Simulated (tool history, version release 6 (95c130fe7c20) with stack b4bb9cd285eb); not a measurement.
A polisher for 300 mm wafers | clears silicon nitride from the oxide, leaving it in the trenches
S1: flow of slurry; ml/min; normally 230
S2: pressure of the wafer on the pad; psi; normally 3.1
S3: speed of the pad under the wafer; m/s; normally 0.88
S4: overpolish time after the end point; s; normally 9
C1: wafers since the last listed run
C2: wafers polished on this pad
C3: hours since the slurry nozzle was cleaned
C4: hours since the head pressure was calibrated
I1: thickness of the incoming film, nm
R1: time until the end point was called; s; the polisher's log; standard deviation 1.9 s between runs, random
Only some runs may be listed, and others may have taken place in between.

run	hour	S1	S2	S3	S4	C1	C2	C3	C4	I1	R1
1	0	230	3.1	0.88	9	0	1093	160.2	471.5	79.9	101.2
# hour 44: head pressure recalibrated
2	71.8	230	3.4	0.88	9	661	1754	232	27.8	80.6	94.1
3	118.1	230	3.1	0.88	9	439	2193	278.3	74.1	78.9	100.7
4	167.9	230	3.1	0.88	9	472	2666	328.1	123.9	80.2	102.3
# hour 177: slurry nozzle cleaned
5	303.8	230	3.1	0.88	9	1279	3945	126.8	259.8	80.4	104.5
# hour 317.1: worn pad replaced by a new one
6	373.6	230	3.1	0.88	9	623	535	196.6	329.6	78.8	101.1
7	438.3	230	3.1	1.1	9	613	1149	261.3	394.3	80	85.6
8	498.5	230	3.1	1.1	9	570	1719	321.5	454.5	80.5	84.5
# hour 590.3: slurry nozzle cleaned
# hour 674.5: head pressure recalibrated
9	705.1	230	3.7	0.88	9	1930	3650	114.8	30.6	81.2	88.2
# hour 710.8: worn pad replaced by a new one
10	776.4	180	3.1	0.88	9	638	621	186.1	101.9	80	101.8
11	819.5	270	2.2	0.88	9	408	1030	229.2	145	80.2	132.9
12	884.6	230	3.1	0.8	9	617	1647	294.3	210.1	80.5	109.9
13	915.5	230	3.1	0.8	9	292	1940	325.2	241	80.5	112.9
14	943.3	230	3.1	0.88	9	263	2204	353	268.8	79.5	101.6
# hour 957.2: slurry nozzle cleaned
15	967.6	230	3.1	0.88	9	220	2425	10.4	293.1	79.4	100.2
16	1005.7	230	3.1	0.88	9	361	2786	48.5	331.2	79.4	100.2
17	1036.1	255	2.4	1.06	4	288	3074	78.9	361.6	79.8	105.9
18	1091.5	255	3.7	0.58	13	525	3600	134.3	417	79.8	121.7
19	1120.5	230	4.1	0.78	6	274	3875	163.3	446	80.8	90.1
# hour 1128: worn pad replaced by a new one
20	1184.6	230	3.1	0.88	9	569	536	227.4	510.1	80.1	102.3
21	1223.6	275	2.8	0.7	4	369	906	266.4	549.1	80.3	139.2
22	1286.2	230	3.1	0.88	9	593	1499	329	611.7	79.9	103.8
# hour 1290.4: head pressure recalibrated
23	1310.6	230	3.1	0.88	9	212	1712	353.4	20.2	79	100.7
24	1371.7	230	3.1	0.88	6	579	2291	414.5	81.3	80.2	97.7
# hour 1386.4: slurry nozzle cleaned
25	1420.7	285	3.1	0.88	4	455	2746	34.3	130.3	80.6	104
# hour 1480.7: worn pad replaced by a new one
26	1570.1	285	3.1	0.88	9	1378	847	183.7	279.7	79.2	98
27	1629.1	255	3.7	0.58	13	559	1406	242.7	338.7	79.3	124.9
28	1660.4	285	3.1	0.88	9	296	1703	274	370	80.6	97
29	1698.5	160	3.8	0.78	4	361	2065	312.1	408.1	79.3	98.5
30	1728.4	300	3.1	0.74	9	283	2348	342	438	80.3	117
# hour 1757.7: slurry nozzle cleaned
31	1780.5	230	3.1	0.88	7	484	2833	22.8	490.1	80.8	102.4
32	1824.2	180	3.6	1.04	7	414	3247	66.5	533.8	79.2	77.2
# hour 1850.9: worn pad replaced by a new one
33	1884	230	3.1	0.88	9	529	313	126.3	593.6	78.4	97.7

3 options for the next run, each taken on its own from the tool as it stands now. Forecast them:
A	1884.4	230	3.1	0.88	9	3	317	126.7	594	78.6	?
B	1884.4	230	3.7	1	9	3	317	126.7	594	78.6	?
C	1884.4	230	4.2	0.88	11	3	317	126.7	594	78.6	?

run	R1
A	101.1
B	76.8
C	77.2
What these runs would have given with no unlogged condition in the tool:
run	R1
A	101.1
B	76.8
C	77.2
